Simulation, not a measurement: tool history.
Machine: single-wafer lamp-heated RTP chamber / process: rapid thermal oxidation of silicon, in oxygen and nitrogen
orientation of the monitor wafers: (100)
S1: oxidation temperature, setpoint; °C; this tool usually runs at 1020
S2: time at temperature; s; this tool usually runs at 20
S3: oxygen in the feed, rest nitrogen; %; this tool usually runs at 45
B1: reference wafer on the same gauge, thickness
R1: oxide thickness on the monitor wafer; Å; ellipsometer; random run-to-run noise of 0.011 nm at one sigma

run   hour    S1  S2  S3     B1     R1
  1      0  1020  24  45   3.65  35.84
  2   17.6  1020  24  45  3.647  36.05
  3   53.6  1020  24  45  3.652  36.43
  4   67.1  1031  20  45  3.652  36.05
  5   97.6  1020  20  45  3.649  33.86
  6  124.7  1020  20  57   3.65  36.62
  7  140.2  1020  20  57  3.651  36.59
  8  177.8  1020  20  45  3.651  34.36
  9  208.5  1020  20  45  3.651  34.32
 10  234.4  1020  20  45  3.651  34.77
 11  258.3  1020  11  45  3.649  28.74
 12  289.1  1020  20  45  3.648  34.73
 13  311.3  1049  20  19  3.651  32.22
 14  330.2  1036  10  45  3.649  30.55
     348.8  -- gauge calibrated
     348.9  -- pyrometer window cleaned and pyrometer calibrated
 15  349.4  1020  20  45   3.65  33.41
 16  364.5  1020  20  45  3.652  33.45
       400  -- oxygen flow controller replaced
 17  400.5  1020  20  28  3.653  29.66
 18  415.1   993  26  45   3.65  31.57
 19  430.5   994  25  45   3.65  31.14
 20  485.8   997  24  45  3.651  31.59
 21  503.2  1042  24  45  3.649  41.25

4 options for the next run, each taken on its own from the tool as it stands now. Forecast them:
  A  503.6  1020  20  45   ?   ?
  B  503.6  1010  16  59   ?   ?
  C  503.6   994  11  58   ?   ?
  D  503.6  1020  14  45   ?   ?

run     B1     R1
  A  3.651  33.78
  B  3.651  31.86
  C  3.651  26.27
  D  3.651  30.05
With no hidden state in the tool, these same runs would have given:
run     R1
  A  33.53
  B  31.63
  C  26.13
  D  29.85
